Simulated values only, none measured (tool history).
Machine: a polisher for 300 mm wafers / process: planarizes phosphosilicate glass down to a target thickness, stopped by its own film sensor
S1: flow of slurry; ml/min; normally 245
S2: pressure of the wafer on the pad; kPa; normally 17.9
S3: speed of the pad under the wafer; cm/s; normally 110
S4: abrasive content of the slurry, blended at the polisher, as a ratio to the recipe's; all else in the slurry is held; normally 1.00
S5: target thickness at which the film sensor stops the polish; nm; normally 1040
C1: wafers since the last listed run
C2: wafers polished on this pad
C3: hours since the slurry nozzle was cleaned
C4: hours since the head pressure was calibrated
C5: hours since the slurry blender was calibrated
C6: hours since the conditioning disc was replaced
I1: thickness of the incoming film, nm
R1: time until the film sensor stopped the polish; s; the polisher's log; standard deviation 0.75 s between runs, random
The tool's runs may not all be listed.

run 1 day=0.000 | S1=245 S2=17.9 S3=110 S4=1.00 S5=1040 | C1=0 C2=1087 C3=393.4 C4=335.4 C5=124.5 C6=101.4 | I1=1714.9 | R1=98.1
run 2 day=2.083 | S1=245 S2=17.9 S3=110 S4=1.00 S5=1040 | C1=691 C2=1779 C3=443.4 C4=385.4 C5=174.5 C6=151.4 | I1=1716.5 | R1=100.3
run 3 day=3.296 | S1=195 S2=17.9 S3=110 S4=1.00 S5=1040 | C1=402 C2=2182 C3=472.5 C4=414.5 C5=203.6 C6=180.5 | I1=1711.6 | R1=99.9
-- day=8.079 worn pad replaced by a new one
run 4 day=9.517 | S1=195 S2=17.9 S3=110 S4=1.00 S5=1040 | C1=2009 C2=476 C3=621.8 C4=563.8 C5=352.9 C6=329.8 | I1=1722.8 | R1=105.6
run 5 day=11.008 | S1=195 S2=17.9 S3=110 S4=1.00 S5=1040 | C1=495 C2=971 C3=657.6 C4=599.6 C5=388.7 C6=365.6 | I1=1690.2 | R1=99.9
-- day=12.250 slurry nozzle cleaned
run 6 day=12.712 | S1=245 S2=17.9 S3=118 S4=1.00 S5=1040 | C1=551 C2=1523 C3=11.1 C4=640.5 C5=429.6 C6=406.5 | I1=1717.2 | R1=96.6
-- day=13.783 slurry blender recalibrated
run 7 day=14.117 | S1=245 S2=17.9 S3=118 S4=1.00 S5=1040 | C1=438 C2=1962 C3=44.8 C4=674.2 C5=8.0 C6=440.2 | I1=1703.5 | R1=91.1
run 8 day=16.442 | S1=245 S2=17.9 S3=110 S4=1.00 S5=1040 | C1=771 C2=2734 C3=100.6 C4=730.0 C5=63.8 C6=496.0 | I1=1713.0 | R1=99.4
run 9 day=17.742 | S1=245 S2=17.9 S3=110 S4=1.00 S5=1040 | C1=431 C2=3165 C3=131.8 C4=761.2 C5=95.0 C6=527.2 | I1=1718.8 | R1=101.9
-- day=19.254 worn pad replaced by a new one
-- day=20.092 conditioning disc replaced and pad reconditioned
run 10 day=25.083 | S1=245 S2=17.9 S3=110 S4=1.00 S5=1040 | C1=2354 C2=1906 C3=308.0 C4=937.4 C5=271.2 C6=119.8 | I1=1706.2 | R1=104.0
run 11 day=27.208 | S1=245 S2=17.9 S3=110 S4=1.00 S5=1040 | C1=705 C2=2612 C3=359.0 C4=988.4 C5=322.2 C6=170.8 | I1=1714.3 | R1=106.8
-- day=29.150 head pressure recalibrated
run 12 day=29.458 | S1=265 S2=17.9 S3=110 S4=0.90 S5=1040 | C1=719 C2=3331 C3=413.0 C4=7.4 C5=376.2 C6=224.8 | I1=1687.1 | R1=100.5
-- day=30.408 slurry blender recalibrated
-- day=32.242 worn pad replaced by a new one
run 13 day=32.421 | S1=245 S2=17.9 S3=110 S4=1.00 S5=1040 | C1=900 C2=59 C3=484.1 C4=78.5 C5=48.3 C6=295.9 | I1=1684.5 | R1=88.5
run 14 day=34.450 | S1=245 S2=17.9 S3=146 S4=1.00 S5=1111 | C1=673 C2=733 C3=532.8 C4=127.2 C5=97.0 C6=344.6 | I1=1686.1 | R1=64.6
run 15 day=35.738 | S1=245 S2=17.9 S3=86 S4=1.30 S5=1040 | C1=427 C2=1160 C3=563.7 C4=158.1 C5=127.9 C6=375.5 | I1=1696.6 | R1=92.5
run 16 day=36.921 | S1=245 S2=17.9 S3=78 S4=1.00 S5=1040 | C1=392 C2=1553 C3=592.1 C4=186.5 C5=156.3 C6=403.9 | I1=1697.3 | R1=122.7
run 17 day=39.204 | S1=325 S2=17.9 S3=110 S4=1.25 S5=1040 | C1=758 C2=2311 C3=646.9 C4=241.3 C5=211.1 C6=458.7 | I1=1701.0 | R1=78.9
run 18 day=40.288 | S1=245 S2=17.9 S3=110 S4=1.00 S5=1040 | C1=359 C2=2671 C3=672.9 C4=267.3 C5=237.1 C6=484.7 | I1=1668.8 | R1=89.2
-- day=42.912 conditioning disc replaced and pad reconditioned
-- day=42.958 slurry nozzle cleaned
-- day=45.192 worn pad replaced by a new one
-- day=47.262 slurry blender recalibrated
run 19 day=49.258 | S1=170 S2=17.9 S3=82 S4=1.00 S5=1040 | C1=2853 C2=1322 C3=151.2 C4=482.6 C5=47.9 C6=152.3 | I1=1702.8 | R1=124.2
run 20 day=51.783 | S1=290 S2=15.9 S3=86 S4=1.00 S5=1120 | C1=838 C2=2161 C3=211.8 C4=543.2 C5=108.5 C6=212.9 | I1=1700.1 | R1=112.7
run 21 day=53.583 | S1=245 S2=17.9 S3=110 S4=1.00 S5=1040 | C1=597 C2=2758 C3=255.0 C4=586.4 C5=151.7 C6=256.1 | I1=1718.9 | R1=98.4
run 22 day=55.138 | S1=245 S2=17.9 S3=110 S4=1.00 S5=1040 | C1=515 C2=3274 C3=292.3 C4=623.7 C5=189.0 C6=293.4 | I1=1664.1 | R1=91.0
-- day=57.008 worn pad replaced by a new one
run 23 day=57.771 | S1=300 S2=17.9 S3=110 S4=1.00 S5=1137 | C1=818 C2=252 C3=355.5 C4=686.9 C5=252.2 C6=356.6 | I1=1699.2 | R1=81.2
run 24 day=60.658 | S1=245 S2=17.9 S3=110 S4=1.20 S5=1040 | C1=958 C2=1211 C3=424.8 C4=756.2 C5=321.5 C6=425.9 | I1=1723.7 | R1=89.5

Consider 3 possible next runs. They are alternatives, not a sequence: every one starts from the tool as it was left by run 24. What does each give?
run A day=60.675 | S1=245 S2=17.9 S3=110 S4=1.00 S5=1218 | C1=5 C2=1216 C3=425.2 C4=756.6 C5=321.9 C6=426.3 | I1=1706.7 | R1=?
run B day=60.675 | S1=245 S2=17.9 S3=98 S4=0.85 S5=1040 | C1=5 C2=1216 C3=425.2 C4=756.6 C5=321.9 C6=426.3 | I1=1706.7 | R1=?
run C day=60.675 | S1=245 S2=13.1 S3=110 S4=1.00 S5=1040 | C1=5 C2=1216 C3=425.2 C4=756.6 C5=321.9 C6=426.3 | I1=1706.7 | R1=?

run=A R1=73.2
run=B R1=127.3
run=C R1=136.6
Without the tool's hidden state the same runs would have given:
run=A R1=66.9
run=B R1=115.7
run=C R1=125.0

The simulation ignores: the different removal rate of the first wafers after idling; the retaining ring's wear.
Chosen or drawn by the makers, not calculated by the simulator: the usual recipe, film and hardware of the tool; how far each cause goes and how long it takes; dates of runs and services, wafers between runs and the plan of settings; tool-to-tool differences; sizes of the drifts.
